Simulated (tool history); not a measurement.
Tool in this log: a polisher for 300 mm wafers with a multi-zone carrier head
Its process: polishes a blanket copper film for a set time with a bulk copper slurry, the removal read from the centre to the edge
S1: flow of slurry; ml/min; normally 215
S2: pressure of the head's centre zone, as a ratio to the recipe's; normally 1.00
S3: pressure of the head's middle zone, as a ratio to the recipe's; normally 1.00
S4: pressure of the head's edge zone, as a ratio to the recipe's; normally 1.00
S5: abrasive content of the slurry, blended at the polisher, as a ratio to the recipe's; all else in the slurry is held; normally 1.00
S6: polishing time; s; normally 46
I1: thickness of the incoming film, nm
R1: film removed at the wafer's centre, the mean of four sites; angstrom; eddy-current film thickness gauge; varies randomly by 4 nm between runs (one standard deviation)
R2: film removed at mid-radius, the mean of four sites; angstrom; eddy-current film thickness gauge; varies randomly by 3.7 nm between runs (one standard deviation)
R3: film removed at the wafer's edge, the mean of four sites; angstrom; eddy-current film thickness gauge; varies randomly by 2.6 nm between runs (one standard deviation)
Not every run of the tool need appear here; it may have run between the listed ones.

run 1 day=0.000 | S1=230 S2=1.00 S3=1.00 S4=1.00 S5=1.00 S6=46 | I1=3724.5 | R1=3408 R2=3092 R3=3111
run 2 day=4.221 | S1=215 S2=0.96 S3=0.94 S4=1.00 S5=1.00 S6=46 | I1=3735.6 | R1=3278 R2=2934 R3=3054
run 3 day=8.575 | S1=215 S2=0.96 S3=0.94 S4=1.00 S5=1.00 S6=46 | I1=3629.6 | R1=3289 R2=2929 R3=3070
-- day=9.788 edge zone pressure recalibrated
run 4 day=11.962 | S1=215 S2=1.00 S3=1.00 S4=1.00 S5=1.00 S6=46 | I1=3775.7 | R1=3503 R2=3010 R3=3058
-- day=13.483 worn pad replaced by a new one
run 5 day=13.925 | S1=215 S2=1.10 S3=0.91 S4=1.00 S5=1.00 S6=46 | I1=3713.4 | R1=3758 R2=2813 R3=3031
run 6 day=16.392 | S1=215 S2=1.10 S3=1.00 S4=1.00 S5=0.85 S6=46 | I1=3700.2 | R1=3781 R2=3048 R3=2965
-- day=19.208 slurry nozzle cleaned
run 7 day=20.192 | S1=215 S2=1.00 S3=1.00 S4=1.00 S5=1.00 S6=46 | I1=3743.4 | R1=3493 R2=3045 R3=3093
-- day=20.783 centre zone pressure recalibrated, repeated, since the last time left the tool worse
run 8 day=24.433 | S1=215 S2=1.00 S3=1.00 S4=1.00 S5=1.00 S6=46 | I1=3689.4 | R1=2994 R2=3069 R3=3101
-- day=25.975 carrier head's membrane replaced by a new one
run 9 day=27.950 | S1=215 S2=1.00 S3=1.00 S4=1.00 S5=1.00 S6=60 | I1=3647.8 | R1=3980 R2=4051 R3=3993
run 10 day=31.662 | S1=245 S2=1.00 S3=1.07 S4=0.89 S5=0.75 S6=46 | I1=3707.1 | R1=2995 R2=3164 R3=2754
run 11 day=35.850 | S1=255 S2=1.05 S3=1.11 S4=1.00 S5=1.00 S6=30 | I1=3695.4 | R1=2138 R2=2260 R3=2055
-- day=37.296 worn pad replaced by a new one
run 12 day=37.354 | S1=140 S2=1.00 S3=0.89 S4=1.05 S5=1.00 S6=46 | I1=3760.1 | R1=2905 R2=2586 R3=3052
run 13 day=40.129 | S1=215 S2=1.00 S3=1.12 S4=0.91 S5=1.15 S6=50 | I1=3727.9 | R1=3624 R2=3798 R3=3264
-- day=41.621 slurry nozzle cleaned
run 14 day=43.725 | S1=215 S2=1.00 S3=0.90 S4=1.08 S5=0.80 S6=46 | I1=3644.2 | R1=2992 R2=2655 R3=3034
run 15 day=47.625 | S1=215 S2=1.00 S3=1.00 S4=1.00 S5=1.00 S6=46 | I1=3710.8 | R1=3182 R2=3084 R3=3122
-- day=47.767 edge zone pressure recalibrated
run 16 day=51.804 | S1=215 S2=1.00 S3=1.00 S4=1.07 S5=0.80 S6=46 | I1=3699.4 | R1=3042 R2=2946 R3=3065
run 17 day=55.546 | S1=240 S2=1.00 S3=1.00 S4=1.11 S5=0.85 S6=46 | I1=3679.7 | R1=3167 R2=2989 R3=3170
run 18 day=58.408 | S1=190 S2=0.95 S3=1.00 S4=0.95 S5=1.10 S6=46 | I1=3661.0 | R1=3014 R2=3120 R3=3008
-- day=59.067 centre zone pressure recalibrated
run 19 day=60.554 | S1=215 S2=1.06 S3=1.00 S4=1.07 S5=1.00 S6=46 | I1=3731.5 | R1=3246 R2=3137 R3=3152
-- day=61.121 worn pad replaced by a new one
-- day=62.533 slurry nozzle cleaned
run 20 day=62.708 | S1=215 S2=1.00 S3=1.00 S4=1.12 S5=0.70 S6=46 | I1=3630.3 | R1=2986 R2=2895 R3=3063
run 21 day=65.817 | S1=170 S2=1.00 S3=1.09 S4=1.00 S5=1.00 S6=46 | I1=3632.8 | R1=2996 R2=3194 R3=2954

Consider 4 possible next runs. They are alternatives, not a sequence: every one starts from the tool as it was left by run 21. What does each give?
run A day=65.833 | S1=215 S2=1.00 S3=1.00 S4=1.00 S5=1.00 S6=46 | I1=3709.0 | R1=? R2=? R3=?
run B day=65.833 | S1=215 S2=1.00 S3=0.91 S4=1.00 S5=1.00 S6=46 | I1=3709.0 | R1=? R2=? R3=?
run C day=65.833 | S1=215 S2=1.06 S3=1.00 S4=1.00 S5=1.00 S6=46 | I1=3709.0 | R1=? R2=? R3=?
run D day=65.833 | S1=285 S2=1.00 S3=1.00 S4=1.00 S5=1.00 S6=46 | I1=3709.0 | R1=? R2=? R3=?

run=A R1=3186 R2=3078 R3=3062
run=B R1=3184 R2=2844 R3=3066
run=C R1=3367 R2=3077 R3=3062
run=D R1=3298 R2=3176 R3=3136
Stripped of hidden state, with their random variation kept, the same runs would have yielded:
run=A R1=3119 R2=3078 R3=3062
run=B R1=3117 R2=2844 R3=3066
run=C R1=3297 R2=3077 R3=3062
run=D R1=3229 R2=3176 R3=3136
